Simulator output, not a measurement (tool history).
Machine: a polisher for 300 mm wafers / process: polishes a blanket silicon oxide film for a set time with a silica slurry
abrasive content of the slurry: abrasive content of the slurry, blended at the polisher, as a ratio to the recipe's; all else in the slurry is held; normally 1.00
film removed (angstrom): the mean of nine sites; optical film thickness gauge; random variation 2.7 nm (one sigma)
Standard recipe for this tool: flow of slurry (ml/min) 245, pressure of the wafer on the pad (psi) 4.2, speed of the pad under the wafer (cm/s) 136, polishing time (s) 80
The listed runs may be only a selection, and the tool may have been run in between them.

run,hour,flow of slurry (ml/min),pressure of the wafer on the pad (psi),speed of the pad under the wafer (cm/s),abrasive content of the slurry,polishing time (s),"incoming thickness of the incoming film, nm",film removed (angstrom)
1,0.0,245,4.2,136,1.00,80,1755.5,3512
2,14.1,245,4.2,116,1.00,80,1792.5,3151
3,46.8,245,5.2,156,0.90,54,1786.0,3090
4,67.0,185,4.2,136,1.00,63,1755.9,2642
5,98.3,245,4.2,136,1.00,80,1765.5,3568
6,111.7,270,4.2,136,1.00,80,1767.5,3525
7,142.0,170,4.2,136,1.30,72,1779.5,3319
8,210.6,300,5.5,172,0.85,80,1795.2,5154
9,246.3,245,4.2,136,1.00,69,1795.9,3047
10,262.3,190,4.2,96,0.90,80,1781.8,2532
11,286.7,285,4.2,100,1.00,91,1800.0,3287
12,305.9,245,4.2,136,1.00,80,1799.4,3566
13,319.3,310,4.2,136,1.00,80,1800.9,3625
14,352.2,245,4.2,136,1.00,80,1791.9,3590
15,371.1,245,4.2,136,1.00,80,1788.7,3500
16,383.4,325,4.9,136,0.75,80,1828.1,3781
17,406.3,245,3.0,154,1.00,80,1776.5,2939
18,419.4,245,4.2,106,1.00,80,1787.4,2890
19,466.5,245,4.2,136,1.00,80,1827.8,3571
20,487.4,210,4.7,136,1.00,80,1795.9,3809
21,505.0,245,2.8,136,1.00,80,1764.0,2558
22,535.4,245,4.2,136,1.00,80,1814.8,3579
23,628.6,245,4.2,136,1.00,80,1807.3,3496
24,654.5,245,4.2,116,1.00,80,1773.2,3150

Withheld: 10 entries from between the runs. Position of each, and hidden state at the listed run before versus the listed run after:
Logged between run 3 and run 4: head pressure recalibrated (hour 55.5)
  the hidden state is the same at both runs
Logged between run 4 and run 5: slurry blender recalibrated (hour 97.8)
  the hidden state is the same at both runs
Logged between run 6 and run 7: conditioning disc replaced and pad reconditioned (hour 119.8)
  the hidden state is the same at both runs
Logged between run 7 and run 8: worn pad replaced by a new one (hour 157.2); slurry nozzle cleaned (hour 184.6)
  the hidden state is the same at both runs
Logged between run 14 and run 15: conditioning disc replaced and pad reconditioned (hour 370.7)
  the hidden state is the same at both runs
Logged between run 15 and run 16: worn pad replaced by a new one (hour 378.3); slurry blender recalibrated (hour 379.9)
  the hidden state is the same at both runs
Logged between run 22 and run 23: worn pad replaced by a new one (hour 582.4); conditioning disc replaced and pad reconditioned (hour 591.4)
  the hidden state is the same at both runs
